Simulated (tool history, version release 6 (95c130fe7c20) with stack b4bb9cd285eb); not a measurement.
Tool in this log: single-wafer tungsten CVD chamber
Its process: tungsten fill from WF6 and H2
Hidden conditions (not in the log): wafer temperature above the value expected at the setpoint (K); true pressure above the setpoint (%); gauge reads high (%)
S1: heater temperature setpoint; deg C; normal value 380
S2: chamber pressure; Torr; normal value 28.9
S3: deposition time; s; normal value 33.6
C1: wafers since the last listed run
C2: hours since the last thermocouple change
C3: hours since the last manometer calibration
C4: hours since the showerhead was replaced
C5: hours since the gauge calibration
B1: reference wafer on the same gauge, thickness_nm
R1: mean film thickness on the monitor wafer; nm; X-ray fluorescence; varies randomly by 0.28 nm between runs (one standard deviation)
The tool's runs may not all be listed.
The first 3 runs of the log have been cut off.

run 4 hour=134.3 | S1=380 S2=28.9 S3=33.6 | C1=438 C2=615.4 C3=1166.4 C4=4751.9 C5=1305.5 | B1=65.351 | R1=66.229
run 5 hour=176.7 | S1=380 S2=28.9 S3=33.6 | C1=541 C2=657.8 C3=1208.8 C4=4794.3 C5=1347.9 | B1=65.371 | R1=66.288
run 6 hour=244.4 | S1=380 S2=28.9 S3=33.6 | C1=865 C2=725.5 C3=1276.5 C4=4862.0 C5=1415.6 | B1=65.423 | R1=66.588
run 7 hour=297.8 | S1=380 S2=28.9 S3=33.6 | C1=682 C2=778.9 C3=1329.9 C4=4915.4 C5=1469.0 | B1=65.343 | R1=65.840
run 8 hour=355.9 | S1=380 S2=28.9 S3=33.6 | C1=742 C2=837.0 C3=1388.0 C4=4973.5 C5=1527.1 | B1=65.423 | R1=66.519
run 9 hour=414.4 | S1=380 S2=28.9 S3=33.6 | C1=747 C2=895.5 C3=1446.5 C4=5032.0 C5=1585.6 | B1=65.362 | R1=66.343
run 10 hour=454.6 | S1=380 S2=28.9 S3=33.6 | C1=513 C2=935.7 C3=1486.7 C4=5072.2 C5=1625.8 | B1=65.313 | R1=65.916
run 11 hour=653.6 | S1=380 S2=28.9 S3=33.6 | C1=2543 C2=1134.7 C3=1685.7 C4=5271.2 C5=1824.8 | B1=65.406 | R1=65.162
run 12 hour=701.8 | S1=380 S2=28.9 S3=33.6 | C1=616 C2=1182.9 C3=1733.9 C4=5319.4 C5=1873.0 | B1=65.366 | R1=65.416
run 13 hour=731.4 | S1=380 S2=25.3 S3=33.6 | C1=378 C2=1212.5 C3=1763.5 C4=5349.0 C5=1902.6 | B1=65.385 | R1=58.880
run 14 hour=767.7 | S1=380 S2=25.3 S3=33.6 | C1=463 C2=1248.8 C3=1799.8 C4=5385.3 C5=1938.9 | B1=65.394 | R1=58.876
run 15 hour=815.1 | S1=380 S2=25.3 S3=33.6 | C1=605 C2=1296.2 C3=1847.2 C4=5432.7 C5=1986.3 | B1=65.448 | R1=58.123
-- hour=834.3 showerhead replaced
-- hour=834.8 capacitance manometer re-zeroed and calibrated
-- hour=856.3 gauge calibrated
run 16 hour=874.9 | S1=380 S2=28.9 S3=33.6 | C1=655 C2=1356.0 C3=40.1 C4=40.6 C5=18.6 | B1=65.412 | R1=64.941
run 17 hour=930.2 | S1=393 S2=26.5 S3=31.1 | C1=706 C2=1411.3 C3=95.4 C4=95.9 C5=73.9 | B1=65.428 | R1=74.462
run 18 hour=962.2 | S1=380 S2=28.9 S3=33.6 | C1=408 C2=1443.3 C3=127.4 C4=127.9 C5=105.9 | B1=65.424 | R1=64.433
run 19 hour=1026.0 | S1=380 S2=28.9 S3=33.6 | C1=815 C2=1507.1 C3=191.2 C4=191.7 C5=169.7 | B1=65.373 | R1=64.509
run 20 hour=1080.9 | S1=366 S2=30.8 S3=33.6 | C1=701 C2=1562.0 C3=246.1 C4=246.6 C5=224.6 | B1=65.426 | R1=48.148
-- hour=1114.5 thermocouple changed; heater temperature recalibrated
run 21 hour=1127.6 | S1=380 S2=28.9 S3=33.6 | C1=494 C2=13.1 C3=292.8 C4=293.3 C5=271.3 | B1=65.398 | R1=67.485
run 22 hour=1182.1 | S1=373 S2=28.9 S3=29.1 | C1=696 C2=67.6 C3=347.3 C4=347.8 C5=325.8 | B1=65.380 | R1=50.058
run 23 hour=1248.9 | S1=380 S2=28.9 S3=33.6 | C1=853 C2=134.4 C3=414.1 C4=414.6 C5=392.6 | B1=65.411 | R1=67.605
run 24 hour=1300.5 | S1=375 S2=28.9 S3=28.3 | C1=659 C2=186.0 C3=465.7 C4=466.2 C5=444.2 | B1=65.421 | R1=51.114
run 25 hour=1353.9 | S1=384 S2=28.9 S3=33.6 | C1=682 C2=239.4 C3=519.1 C4=519.6 C5=497.6 | B1=65.386 | R1=73.756
run 26 hour=1380.3 | S1=380 S2=22.5 S3=33.6 | C1=337 C2=265.8 C3=545.5 C4=546.0 C5=524.0 | B1=65.423 | R1=54.753
run 27 hour=1412.5 | S1=367 S2=28.9 S3=33.6 | C1=411 C2=298.0 C3=577.7 C4=578.2 C5=556.2 | B1=65.395 | R1=50.094

Estimate the outcome of run 28 from the log above:
run 28 hour=1477.1 | S1=380 S2=28.9 S3=33.6 | C1=825 C2=362.6 C3=642.3 C4=642.8 C5=620.8 | B1=? | R1=?

{"run 28": {"B1": 65.433, "R1": 67.263}}
Take away the tool's hidden state, keep the run-to-run variation as it was, and the same run would have given R1 66.875 nm.
